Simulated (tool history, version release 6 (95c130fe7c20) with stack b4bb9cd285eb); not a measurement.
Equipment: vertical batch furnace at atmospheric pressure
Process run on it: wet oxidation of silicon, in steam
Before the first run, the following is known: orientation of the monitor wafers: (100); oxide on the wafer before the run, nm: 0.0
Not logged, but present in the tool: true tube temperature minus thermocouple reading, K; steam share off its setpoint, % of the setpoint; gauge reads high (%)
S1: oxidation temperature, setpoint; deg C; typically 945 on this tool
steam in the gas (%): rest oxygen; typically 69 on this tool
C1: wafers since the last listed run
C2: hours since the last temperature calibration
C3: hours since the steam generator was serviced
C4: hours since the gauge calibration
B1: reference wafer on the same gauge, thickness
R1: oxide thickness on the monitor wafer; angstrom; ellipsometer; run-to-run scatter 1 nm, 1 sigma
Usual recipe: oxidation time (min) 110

Run 1, hour 0: usual settings; C1 0; C2 2748.5; C3 2450; C4 477.8; B1 411.94. Result: R1 3360 angstrom.
At hour 31.7: gauge calibrated.
Run 2, hour 40.5: usual settings; C1 499; C2 2789; C3 2490.5; C4 8.8; B1 411.97. Result: R1 3379.4 angstrom.
Run 3, hour 76.8: usual settings; C1 447; C2 2825.3; C3 2526.8; C4 45.1; B1 412.03. Result: R1 3370.6 angstrom.
Run 4, hour 126.5: usual settings but S1 934 deg C; C1 612; C2 2875; C3 2576.5; C4 94.8; B1 411.7. Result: R1 3023.6 angstrom.
Run 5, hour 169.7: usual settings but S1 934 deg C; C1 532; C2 2918.2; C3 2619.7; C4 138; B1 412.07. Result: R1 3020.2 angstrom.
At hour 221: steam generator serviced.
Run 6, hour 225.3: usual settings; C1 389; C2 2973.8; C3 4.3; C4 193.6; B1 411.92. Result: R1 3591.3 angstrom.
Run 7, hour 261: usual settings; C1 439; C2 3009.5; C3 40; C4 229.3; B1 411.87. Result: R1 3587.4 angstrom.
Run 8, hour 296.4: usual settings; C1 436; C2 3044.9; C3 75.4; C4 264.7; B1 411.89. Result: R1 3572.8 angstrom.
Run 9, hour 326.9: usual settings; C1 375; C2 3075.4; C3 105.9; C4 295.2; B1 411.85. Result: R1 3571.4 angstrom.
Run 10, hour 362.9: usual settings; C1 443; C2 3111.4; C3 141.9; C4 331.2; B1 411.96. Result: R1 3563.8 angstrom.
Run 11, hour 428.1: usual settings; C1 803; C2 3176.6; C3 207.1; C4 396.4; B1 412.01. Result: R1 3552.1 angstrom.
Run 12, hour 461.3: usual settings but S1 937 deg C, oxidation time (min) 152; C1 409; C2 3209.8; C3 240.3; C4 429.6; B1 411.81. Result: R1 4231 angstrom.
Run 13, hour 508.5: usual settings but S1 960 deg C, steam in the gas (%) 76; C1 581; C2 3257; C3 287.5; C4 476.8; B1 411.9. Result: R1 4367.1 angstrom.
At hour 527.7: gauge calibrated.
At hour 550.5: thermocouples replaced and temperature profile calibrated.
Run 14, hour 551: usual settings but S1 964 deg C; C1 227; C2 0.5; C3 330; C4 23.3; B1 412.03. Result: R1 4188.4 angstrom.
Run 15, hour 581: usual settings but S1 962 deg C, steam in the gas (%) 65; C1 369; C2 30.5; C3 360; C4 53.3; B1 412.02. Result: R1 3929.5 angstrom.
Run 16, hour 640.6: usual settings but S1 928 deg C, oxidation time (min) 58.5, steam in the gas (%) 63; C1 734; C2 90.1; C3 419.6; C4 112.9; B1 411.7. Result: R1 1609 angstrom.
Run 17, hour 699.4: usual settings but S1 954 deg C, oxidation time (min) 148, steam in the gas (%) 65; C1 724; C2 148.9; C3 478.4; C4 171.7; B1 411.85. Result: R1 4567.6 angstrom.
Run 18, hour 736.3: usual settings but S1 960 deg C, oxidation time (min) 131.5, steam in the gas (%) 64; C1 454; C2 185.8; C3 515.3; C4 208.6; B1 411.93. Result: R1 4338.2 angstrom.

Hidden condition of the tool, last listed run before each entry between runs versus first listed run after:
Between runs 1 and 2: gauge calibrated (hour 31.7)
  steam share off its setpoint, % of the setpoint: -9.4 -> -9.41
  what was measured, less what the result would be without the hidden state, R1: -269.1 -> -271.3 angstrom
Between runs 5 and 6: steam generator serviced (hour 221)
  steam share off its setpoint, % of the setpoint: -9.47 -> -1.3
  what was measured, less what the result would be without the hidden state, R1: -251.6 -> -36.8 angstrom
Between runs 13 and 14: gauge calibrated (hour 527.7); thermocouples replaced and temperature profile calibrated (hour 550.5)
  steam share off its setpoint, % of the setpoint: -3.81 -> -4.12
  what was measured, less what the result would be without the hidden state, R1: -126.7 -> -131.6 angstrom
